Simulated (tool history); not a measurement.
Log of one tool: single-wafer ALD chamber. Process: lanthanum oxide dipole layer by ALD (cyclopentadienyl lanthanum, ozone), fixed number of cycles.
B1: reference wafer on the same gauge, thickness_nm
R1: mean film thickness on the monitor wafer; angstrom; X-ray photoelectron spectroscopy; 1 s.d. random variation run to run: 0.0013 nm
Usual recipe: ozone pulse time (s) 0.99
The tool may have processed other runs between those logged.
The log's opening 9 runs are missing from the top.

{"run": 10, "hour": 236.7, "ozone pulse time (s)": 0.8, "B1": 0.48, "R1": 4.39}
{"run": 11, "hour": 256.8, "ozone pulse time (s)": 0.8, "B1": 0.48, "R1": 4.37}
{"hour": 295.6, "done": "ozone generator serviced"}
{"run": 12, "hour": 296.1, "ozone pulse time (s)": 0.99, "B1": 0.48, "R1": 4.99}
{"run": 13, "hour": 308.3, "ozone pulse time (s)": 0.99, "B1": 0.48, "R1": 4.97}
{"hour": 332.2, "done": "showerhead replaced"}
{"run": 14, "hour": 332.7, "ozone pulse time (s)": 0.99, "B1": 0.48, "R1": 4.98}
{"run": 15, "hour": 353.9, "ozone pulse time (s)": 1.2, "B1": 0.48, "R1": 5.32}
{"hour": 356.9, "done": "gauge calibrated"}
{"run": 16, "hour": 369.1, "ozone pulse time (s)": 1.25, "B1": 0.48, "R1": 5.38}
{"run": 17, "hour": 394.7, "ozone pulse time (s)": 1.29, "B1": 0.48, "R1": 5.42}
{"run": 18, "hour": 406.8, "ozone pulse time (s)": 0.61, "B1": 0.48, "R1": 3.71}
{"run": 19, "hour": 446.7, "ozone pulse time (s)": 0.73, "B1": 0.48, "R1": 4.25}
{"run": 20, "hour": 472.0, "ozone pulse time (s)": 0.69, "B1": 0.48, "R1": 4.07}
{"run": 21, "hour": 502.4, "ozone pulse time (s)": 0.62, "B1": 0.48, "R1": 3.75}
{"run": 22, "hour": 525.7, "ozone pulse time (s)": 0.99, "B1": 0.48, "R1": 4.98}
{"run": 23, "hour": 558.8, "ozone pulse time (s)": 0.66, "B1": 0.48, "R1": 3.93}
{"run": 24, "hour": 576.8, "ozone pulse time (s)": 0.67, "B1": 0.48, "R1": 4}
{"run": 25, "hour": 603.7, "ozone pulse time (s)": 1.11, "B1": 0.48, "R1": 5.2}
{"run": 26, "hour": 620.7, "ozone pulse time (s)": 0.99, "B1": 0.48, "R1": 4.96}
{"run": 27, "hour": 639.9, "ozone pulse time (s)": 0.99, "B1": 0.48, "R1": 4.96}
{"hour": 660.0, "done": "thermocouple changed; heater temperature recalibrated"}
{"run": 28, "hour": 662.4, "ozone pulse time (s)": 0.89, "B1": 0.48, "R1": 4.76}
{"run": 29, "hour": 681.6, "ozone pulse time (s)": 1.12, "B1": 0.48, "R1": 5.17}
{"run": 30, "hour": 711.2, "ozone pulse time (s)": 0.6, "B1": 0.48, "R1": 3.65}

Run 31, settings as shown, results not yet in. Your forecast:
{"run": 31, "hour": 738.6, "ozone pulse time (s)": 0.67, "B1": "?", "R1": "?"}

For run 31 the tool returned B1 0.48, R1 3.99 angstrom.
Without the tool's hidden state the same run would have given R1 4.03 angstrom.
